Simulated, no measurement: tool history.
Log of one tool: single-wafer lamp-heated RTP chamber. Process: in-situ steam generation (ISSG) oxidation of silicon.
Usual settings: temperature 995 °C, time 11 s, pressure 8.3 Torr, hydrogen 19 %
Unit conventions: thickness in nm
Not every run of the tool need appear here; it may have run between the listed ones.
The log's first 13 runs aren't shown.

run	hour	temperature	time	pressure	hydrogen	read-back reference wafer on the same gauge, thickness	thickness
14	583.1	1004	11	8.3	23	4.306	3.884
15	609.4	995	11	8.3	19	4.311	3.599
16	655.5	995	11	9.2	22	4.310	3.720
17	705.8	977	7	6.9	11	4.313	2.466
18	765.6	987	10	9.0	19	4.312	3.378
19	808.9	995	11	8.3	19	4.313	3.603
20	843.6	995	11	8.3	19	4.317	3.623
# hour 898.4: hydrogen flow controller replaced
21	910.6	995	11	8.3	19	4.325	3.605
22	955.1	986	8	9.2	15	4.318	2.901
23	991.6	995	11	8.3	19	4.326	3.619
24	1053.5	1006	11	8.3	19	4.327	3.767
# hour 1080.8: pyrometer window cleaned and pyrometer calibrated
25	1106.4	978	13	8.8	19	4.329	3.671
26	1160.3	995	13	8.3	19	4.329	3.882
27	1218.4	989	11	9.0	26	4.333	3.830
28	1256.1	995	11	8.3	19	4.337	3.628
29	1309.7	1008	8	6.9	15	4.342	3.095
30	1357.5	995	11	8.3	19	4.332	3.634
31	1412.0	995	11	8.3	19	4.341	3.623

Forecast each of these 4 alternatives for the next run:
A	1412.5	995	11	8.3	19	?	?
B	1412.5	995	11	8.3	16	?	?
C	1412.5	975	11	8.3	22	?	?
D	1412.5	995	14	8.3	19	?	?

run	read-back reference wafer on the same gauge, thickness	thickness
A	4.338	3.635
B	4.338	3.487
C	4.338	3.552
D	4.338	4.030
Without the tool's unlogged condition, the same runs would have read:
run	thickness
A	3.600
B	3.453
C	3.518
D	3.991
